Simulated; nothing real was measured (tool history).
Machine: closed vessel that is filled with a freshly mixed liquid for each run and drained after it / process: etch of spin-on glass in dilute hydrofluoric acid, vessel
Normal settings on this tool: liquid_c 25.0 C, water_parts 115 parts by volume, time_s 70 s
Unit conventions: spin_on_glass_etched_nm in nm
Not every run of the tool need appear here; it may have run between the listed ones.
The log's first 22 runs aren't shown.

run	day	liquid_c	water_parts	time_s	wafers since the last listed run	hours since the thermometer was replaced	hours since the hydrofluoric acid flow meter was replaced	hours since the gauge calibration	read-back film thickness of the spin-on glass reference wafer, read on the same gauge (nm)	spin_on_glass_etched_nm
23	20.908	26.5	170	55	3201	359.6	121.6	423.4	99.99	9.32
24	21.642	25.0	115	70	1777	377.2	139.2	441.0	100.00	17.74
25	22.279	25.0	115	45	1545	392.5	154.5	456.3	100.00	11.64
26	23.188	25.0	115	35	2201	414.3	176.3	478.1	99.98	8.94
27	25.279	25.0	115	70	5070	464.5	226.5	528.3	100.00	17.80
28	25.862	23.5	65	95	1413	478.5	240.5	542.3	99.97	43.04
29	27.042	27.0	85	60	2858	506.8	268.8	570.6	100.03	23.43
30	28.533	25.0	90	50	3615	542.6	304.6	606.4	100.04	16.60
31	29.942	25.0	115	85	3413	576.4	338.4	640.2	99.99	21.74
32	31.067	25.0	115	70	2726	603.4	365.4	667.2	100.01	17.87
33	31.979	29.0	145	70	2211	625.3	387.3	689.1	100.01	15.86

What if the next run were any one of these 5? Each begins from the tool's condition after run 33:
A	32.008	30.0	115	70	70	626.0	388.0	689.8	?	?
B	32.008	26.5	95	95	70	626.0	388.0	689.8	?	?
C	32.008	21.5	75	80	70	626.0	388.0	689.8	?	?
D	32.008	29.0	100	70	70	626.0	388.0	689.8	?	?
E	32.008	22.0	65	70	70	626.0	388.0	689.8	?	?

run	read-back film thickness of the spin-on glass reference wafer, read on the same gauge (nm)	spin_on_glass_etched_nm
A	99.96	21.95
B	99.96	32.50
C	99.96	29.17
D	99.96	24.85
E	99.96	30.44
What these runs would have given with no unlogged condition in the tool:
run	spin_on_glass_etched_nm
A	21.13
B	31.23
C	27.96
D	23.90
E	29.17

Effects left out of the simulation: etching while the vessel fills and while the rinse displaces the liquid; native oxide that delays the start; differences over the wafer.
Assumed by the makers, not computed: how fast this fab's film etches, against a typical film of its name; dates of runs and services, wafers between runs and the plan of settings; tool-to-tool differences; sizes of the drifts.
